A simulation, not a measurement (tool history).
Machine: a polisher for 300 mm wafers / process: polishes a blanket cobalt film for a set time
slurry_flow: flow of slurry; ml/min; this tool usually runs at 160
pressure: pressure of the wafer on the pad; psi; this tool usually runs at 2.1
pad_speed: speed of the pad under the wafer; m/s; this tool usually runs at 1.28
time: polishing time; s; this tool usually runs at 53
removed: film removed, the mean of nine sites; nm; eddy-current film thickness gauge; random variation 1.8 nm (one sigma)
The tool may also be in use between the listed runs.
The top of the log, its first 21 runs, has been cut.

run,hour,slurry_flow,pressure,pad_speed,time,wafers since the last listed run,wafers polished on this pad,hours since the slurry nozzle was cleaned,hours since the head pressure was calibrated,"incoming thickness of the incoming film, nm",removed
22,246.9,160,2.1,1.28,53,84,217,281.3,1030.6,1556.3,323.3
23,258.8,160,2.1,1.28,53,118,335,293.2,1042.5,1575,321.2
24,274.3,140,2.1,1.5,53,154,490,308.7,1058,1561.3,376.1
# hour 276: slurry nozzle cleaned
25,283.8,195,2.1,1.5,62,84,575,7.8,1067.5,1563.3,448.2
# hour 289.6: head pressure recalibrated
26,294.9,145,2.3,1.28,53,90,666,18.9,5.3,1557.8,288.3
27,303.3,125,2.4,1.44,37,83,750,27.3,13.7,1588.5,230
# hour 314: worn pad replaced by a new one
28,317,210,2.1,1.28,53,96,30,41,27.4,1576.1,286.1
29,329.7,160,2.1,1.5,53,126,157,53.7,40.1,1576,327
30,344.9,160,1.5,1.56,63,151,309,68.9,55.3,1571.2,333.2
31,353.3,160,2.1,1.48,53,83,393,77.3,63.7,1565.7,316.9
32,369.7,115,1.7,1.04,48,163,557,93.7,80.1,1534.4,172.5
33,387,160,2.1,1.28,53,172,730,111,97.4,1587,277.3
# hour 402.1: head pressure recalibrated, repeated, since the last time left the tool worse
# hour 413.8: worn pad replaced by a new one
34,421.7,140,2.7,1.28,58,286,78,145.7,19.6,1585.1,376.9
35,467.5,160,2.1,1.72,63,457,536,191.5,65.4,1588.4,483.3
36,476.2,160,2.1,1.28,53,86,623,200.2,74.1,1573.7,300.9

Each row is a separate what-if for the run after 36, all from the same tool condition, not one after another. Results?
A,476.6,160,2.1,1.04,53,3,627,200.6,74.5,1554.6,?
B,476.6,185,2.1,1.28,67,3,627,200.6,74.5,1554.6,?
C,476.6,205,2.8,1.12,66,3,627,200.6,74.5,1554.6,?
D,476.6,200,1.9,1.64,53,3,627,200.6,74.5,1554.6,?
E,476.6,125,2.3,1.12,59,3,627,200.6,74.5,1554.6,?

run,removed
A,246.4
B,390.2
C,408.3
D,376.2
E,302.1
The same runs, with their run-to-run variation unchanged, on a tool lacking any hidden condition would have given:
run,removed
A,247.3
B,391.6
C,409.8
D,377.6
E,303.2
